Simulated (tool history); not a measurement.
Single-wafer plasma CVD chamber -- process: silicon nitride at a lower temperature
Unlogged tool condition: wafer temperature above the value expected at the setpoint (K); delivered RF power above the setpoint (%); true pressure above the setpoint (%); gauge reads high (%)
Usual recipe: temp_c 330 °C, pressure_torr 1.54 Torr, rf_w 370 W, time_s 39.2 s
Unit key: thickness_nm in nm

run	day	temp_c	pressure_torr	rf_w	time_s	wafers since the last listed run	hours since the last thermocouple change	hours since the last RF generator calibration	hours since the last manometer calibration	hours since the showerhead was replaced	hours since the gauge calibration	read-back reference wafer on the same gauge, thickness_nm	thickness_nm
1	0.000	330	1.67	370	39.2	0	838.9	559.6	843.4	3917.4	700.9	55.853	53.720
2	3.371	330	1.67	370	39.2	2128	919.8	640.5	924.3	3998.3	781.8	55.890	53.562
3	5.383	330	1.54	370	39.2	1270	968.1	688.8	972.6	4046.6	830.1	55.773	52.418
4	8.571	330	1.54	370	39.2	2012	1044.6	765.3	1049.1	4123.1	906.6	55.749	52.293
5	11.779	330	1.54	370	39.2	2025	1121.6	842.3	1126.1	4200.1	983.6	55.824	52.443
6	14.775	330	1.54	370	39.2	1891	1193.5	914.2	1198.0	4272.0	1055.5	55.834	52.508
# day 17.621: RF generator calibrated
7	19.038	330	1.71	370	39.2	2481	1295.8	34.0	1300.3	4374.3	1157.8	55.837	54.073
# day 21.158: gauge calibrated
8	23.458	330	1.71	370	39.2	2791	1401.9	140.1	1406.4	4480.4	55.2	55.792	53.958
# day 27.171: capacitance manometer re-zeroed and calibrated
9	27.575	330	1.71	370	39.2	2389	1500.7	238.9	9.7	4579.2	154.0	55.844	54.831
10	31.475	330	1.67	370	39.2	2462	1594.3	332.5	103.3	4672.8	247.6	55.811	54.611
11	34.175	339	1.81	345	33.7	1704	1659.1	397.3	168.1	4737.6	312.4	55.814	45.093
# day 35.396: capacitance manometer re-zeroed and calibrated, repeated, since the last time left the tool worse
# day 36.025: showerhead replaced
12	36.596	330	1.28	320	34.8	1107	1717.2	455.4	28.8	13.7	370.5	55.752	38.432
13	39.125	340	1.19	370	35.7	1597	1777.9	516.1	89.5	74.4	431.2	55.802	43.834
# day 40.496: thermocouple changed; heater temperature recalibrated
14	41.950	330	1.54	410	39.2	1573	34.9	583.9	157.3	142.2	499.0	55.790	56.251
15	46.246	330	1.54	370	45.8	2712	138.0	687.0	260.4	245.3	602.1	55.809	60.735
16	49.921	330	1.54	300	39.2	2320	226.2	775.2	348.6	333.5	690.3	55.860	43.397
17	52.767	334	1.54	370	39.2	1797	294.5	843.5	416.9	401.8	758.6	55.761	52.069
# day 53.629: RF generator calibrated
18	55.875	330	1.54	370	39.2	1752	369.1	53.9	491.5	476.4	833.2	55.725	52.122

What if the next run were any one of these 3? Each begins from the tool's condition after run 18:
A	55.892	330	1.38	370	39.2	10	369.5	54.3	491.9	476.8	833.6	?	?
B	55.892	330	1.54	435	39.2	10	369.5	54.3	491.9	476.8	833.6	?	?
C	55.892	344	1.24	370	39.2	10	369.5	54.3	491.9	476.8	833.6	?	?

run	read-back reference wafer on the same gauge, thickness_nm	thickness_nm
A	55.748	50.542
B	55.748	58.998
C	55.748	48.754
Without the tool's hidden state the same runs would have given:
run	thickness_nm
A	50.319
B	58.742
C	48.534
